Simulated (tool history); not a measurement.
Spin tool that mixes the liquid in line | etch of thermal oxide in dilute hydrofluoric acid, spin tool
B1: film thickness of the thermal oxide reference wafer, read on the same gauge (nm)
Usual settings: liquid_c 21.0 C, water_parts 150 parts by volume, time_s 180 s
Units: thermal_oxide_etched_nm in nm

{"run": 1, "hour": 0.0, "liquid_c": 21.0, "water_parts": 125, "time_s": 180, "B1": 140.019, "thermal_oxide_etched_nm": 5.099}
{"run": 2, "hour": 13.2, "liquid_c": 21.0, "water_parts": 125, "time_s": 180, "B1": 139.996, "thermal_oxide_etched_nm": 5.061}
{"run": 3, "hour": 21.4, "liquid_c": 19.5, "water_parts": 150, "time_s": 180, "B1": 140.013, "thermal_oxide_etched_nm": 3.849}
{"run": 4, "hour": 36.5, "liquid_c": 19.5, "water_parts": 150, "time_s": 180, "B1": 139.994, "thermal_oxide_etched_nm": 3.825}
{"run": 5, "hour": 52.3, "liquid_c": 19.5, "water_parts": 150, "time_s": 180, "B1": 140.006, "thermal_oxide_etched_nm": 3.861}
{"run": 6, "hour": 64.8, "liquid_c": 21.0, "water_parts": 150, "time_s": 180, "B1": 139.99, "thermal_oxide_etched_nm": 4.077}
{"hour": 67.3, "done": "thermometer replaced"}
{"hour": 69.0, "done": "gauge calibrated"}
{"run": 7, "hour": 71.2, "liquid_c": 21.0, "water_parts": 150, "time_s": 180, "B1": 140.015, "thermal_oxide_etched_nm": 4.06}
{"run": 8, "hour": 89.1, "liquid_c": 18.0, "water_parts": 125, "time_s": 245, "B1": 140.009, "thermal_oxide_etched_nm": 6.058}
{"run": 9, "hour": 97.2, "liquid_c": 21.0, "water_parts": 150, "time_s": 180, "B1": 140.001, "thermal_oxide_etched_nm": 4.096}
{"run": 10, "hour": 105.8, "liquid_c": 17.0, "water_parts": 150, "time_s": 180, "B1": 139.991, "thermal_oxide_etched_nm": 3.46}
{"hour": 121.7, "done": "hydrofluoric acid flow meter replaced"}
{"run": 11, "hour": 123.7, "liquid_c": 21.0, "water_parts": 150, "time_s": 240, "B1": 140.004, "thermal_oxide_etched_nm": 6.184}
{"run": 12, "hour": 138.1, "liquid_c": 21.0, "water_parts": 150, "time_s": 180, "B1": 139.978, "thermal_oxide_etched_nm": 4.647}
{"run": 13, "hour": 148.6, "liquid_c": 21.0, "water_parts": 150, "time_s": 180, "B1": 139.981, "thermal_oxide_etched_nm": 4.61}
{"run": 14, "hour": 155.2, "liquid_c": 21.0, "water_parts": 75, "time_s": 220, "B1": 140.01, "thermal_oxide_etched_nm": 12.324}
{"run": 15, "hour": 166.7, "liquid_c": 26.0, "water_parts": 115, "time_s": 140, "B1": 139.991, "thermal_oxide_etched_nm": 5.931}

5 ways to go on from here, each from the tool as it stands after run 15. What would each give?
{"run": "A", "hour": 167.2, "liquid_c": 21.0, "water_parts": 150, "time_s": 180, "B1": "?", "thermal_oxide_etched_nm": "?"}
{"run": "B", "hour": 167.2, "liquid_c": 17.0, "water_parts": 85, "time_s": 245, "B1": "?", "thermal_oxide_etched_nm": "?"}
{"run": "C", "hour": 167.2, "liquid_c": 19.0, "water_parts": 85, "time_s": 220, "B1": "?", "thermal_oxide_etched_nm": "?"}
{"run": "D", "hour": 167.2, "liquid_c": 24.5, "water_parts": 105, "time_s": 275, "B1": "?", "thermal_oxide_etched_nm": "?"}
{"run": "E", "hour": 167.2, "liquid_c": 21.0, "water_parts": 205, "time_s": 180, "B1": "?", "thermal_oxide_etched_nm": "?"}

run=A B1=139.997 thermal_oxide_etched_nm=4.622
run=B B1=139.997 thermal_oxide_etched_nm=10.107
run=C B1=139.997 thermal_oxide_etched_nm=9.874
run=D B1=139.997 thermal_oxide_etched_nm=12.195
run=E B1=139.997 thermal_oxide_etched_nm=3.194
Without the tool's hidden state the same runs would have given:
run=A thermal_oxide_etched_nm=4.693
run=B thermal_oxide_etched_nm=10.252
run=C thermal_oxide_etched_nm=10.017
run=D thermal_oxide_etched_nm=12.376
run=E thermal_oxide_etched_nm=3.245
